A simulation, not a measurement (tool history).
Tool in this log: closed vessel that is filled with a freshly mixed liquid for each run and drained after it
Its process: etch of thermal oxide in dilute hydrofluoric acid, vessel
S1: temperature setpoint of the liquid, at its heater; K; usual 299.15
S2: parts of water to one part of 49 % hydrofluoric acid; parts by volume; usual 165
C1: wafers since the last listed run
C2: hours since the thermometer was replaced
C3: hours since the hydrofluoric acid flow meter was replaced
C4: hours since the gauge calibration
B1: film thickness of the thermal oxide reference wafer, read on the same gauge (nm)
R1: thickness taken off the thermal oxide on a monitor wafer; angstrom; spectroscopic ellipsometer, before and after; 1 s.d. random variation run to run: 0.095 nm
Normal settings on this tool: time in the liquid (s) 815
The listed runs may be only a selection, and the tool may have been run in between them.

Run 1, hour 0.0: usual settings but S1 296.15 K; C1 0; C2 938.3; C3 1389.0; C4 125.4; B1 59.99. Result: R1 253.3 angstrom.
Run 2, hour 17.3: usual settings; C1 1322; C2 955.6; C3 1406.3; C4 142.7; B1 59.98. Result: R1 282.9 angstrom.
Run 3, hour 30.0: usual settings; C1 970; C2 968.3; C3 1419.0; C4 155.4; B1 60.01. Result: R1 282.2 angstrom.
Run 4, hour 43.1: usual settings but S1 297.65 K; C1 1001; C2 981.4; C3 1432.1; C4 168.5; B1 60.00. Result: R1 268.7 angstrom.
Run 5, hour 58.2: usual settings but S1 297.65 K; C1 1154; C2 996.5; C3 1447.2; C4 183.6; B1 60.01. Result: R1 267.4 angstrom.
At hour 70.8: hydrofluoric acid flow meter replaced.
Run 6, hour 75.3: usual settings but S1 297.65 K; C1 1230; C2 1013.6; C3 4.5; C4 200.7; B1 60.01. Result: R1 268.1 angstrom.
Run 7, hour 87.6: usual settings; C1 940; C2 1025.9; C3 16.8; C4 213.0; B1 59.99. Result: R1 283.9 angstrom.
Run 8, hour 104.4: usual settings; C1 1284; C2 1042.7; C3 33.6; C4 229.8; B1 59.99. Result: R1 282.7 angstrom.
Run 9, hour 116.4: usual settings but time in the liquid (s) 1025; C1 917; C2 1054.7; C3 45.6; C4 241.8; B1 60.01. Result: R1 357.5 angstrom.
At hour 123.5: gauge calibrated.
Run 10, hour 124.3: usual settings but S1 295.15 K, S2 135 parts by volume, time in the liquid (s) 1115; C1 603; C2 1062.6; C3 53.5; C4 0.8; B1 59.99. Result: R1 424.5 angstrom.
Run 11, hour 136.1: usual settings but S1 296.65 K, S2 115 parts by volume, time in the liquid (s) 1130; C1 901; C2 1074.4; C3 65.3; C4 12.6; B1 60.00. Result: R1 547.7 angstrom.
Run 12, hour 146.5: usual settings but S1 295.65 K, S2 235 parts by volume, time in the liquid (s) 465; C1 794; C2 1084.8; C3 75.7; C4 23.0; B1 60.01. Result: R1 92.6 angstrom.
Run 13, hour 161.6: usual settings but time in the liquid (s) 515; C1 1154; C2 1099.9; C3 90.8; C4 38.1; B1 60.00. Result: R1 180.5 angstrom.
Run 14, hour 173.9: usual settings; C1 940; C2 1112.2; C3 103.1; C4 50.4; B1 60.00. Result: R1 284.1 angstrom.
At hour 185.7: thermometer replaced.
Run 15, hour 188.8: usual settings; C1 1062; C2 3.1; C3 118.0; C4 65.3; B1 60.00. Result: R1 262.9 angstrom.
Run 16, hour 203.2: usual settings; C1 1100; C2 17.5; C3 132.4; C4 79.7; B1 60.00. Result: R1 263.7 angstrom.
Run 17, hour 218.8: usual settings but S1 304.15 K; C1 1192; C2 33.1; C3 148.0; C4 95.3; B1 60.03. Result: R1 315.9 angstrom.
Run 18, hour 235.7: usual settings but S1 304.15 K, S2 235 parts by volume, time in the liquid (s) 680; C1 1291; C2 50.0; C3 164.9; C4 112.2; B1 60.01. Result: R1 170.9 angstrom.

Consider 4 possible next runs. They are alternatives, not a sequence: every one starts from the tool as it was left by run 18. What does each give?
Run A, hour 236.6: usual settings but S2 90 parts by volume; C1 68; C2 50.9; C3 165.8; C4 113.1; B1 ?. Result: R1 ?.
Run B, hour 236.6: usual settings but S1 297.65 K, S2 145 parts by volume, time in the liquid (s) 1190; C1 68; C2 50.9; C3 165.8; C4 113.1; B1 ?. Result: R1 ?.
Run C, hour 236.6: usual settings but S1 297.65 K, S2 135 parts by volume, time in the liquid (s) 965; C1 68; C2 50.9; C3 165.8; C4 113.1; B1 ?. Result: R1 ?.
Run D, hour 236.6: usual settings but S2 85 parts by volume, time in the liquid (s) 390; C1 68; C2 50.9; C3 165.8; C4 113.1; B1 ?. Result: R1 ?.

run     B1     R1
  A  59.99  532.3
  B  59.99  425.2
  C  59.99  374.7
  D  59.99  271.5
With the hidden condition removed and each run's random variation left untouched, the same runs would have given:
run     R1
  A  523.0
  B  418.0
  C  368.3
  D  266.7
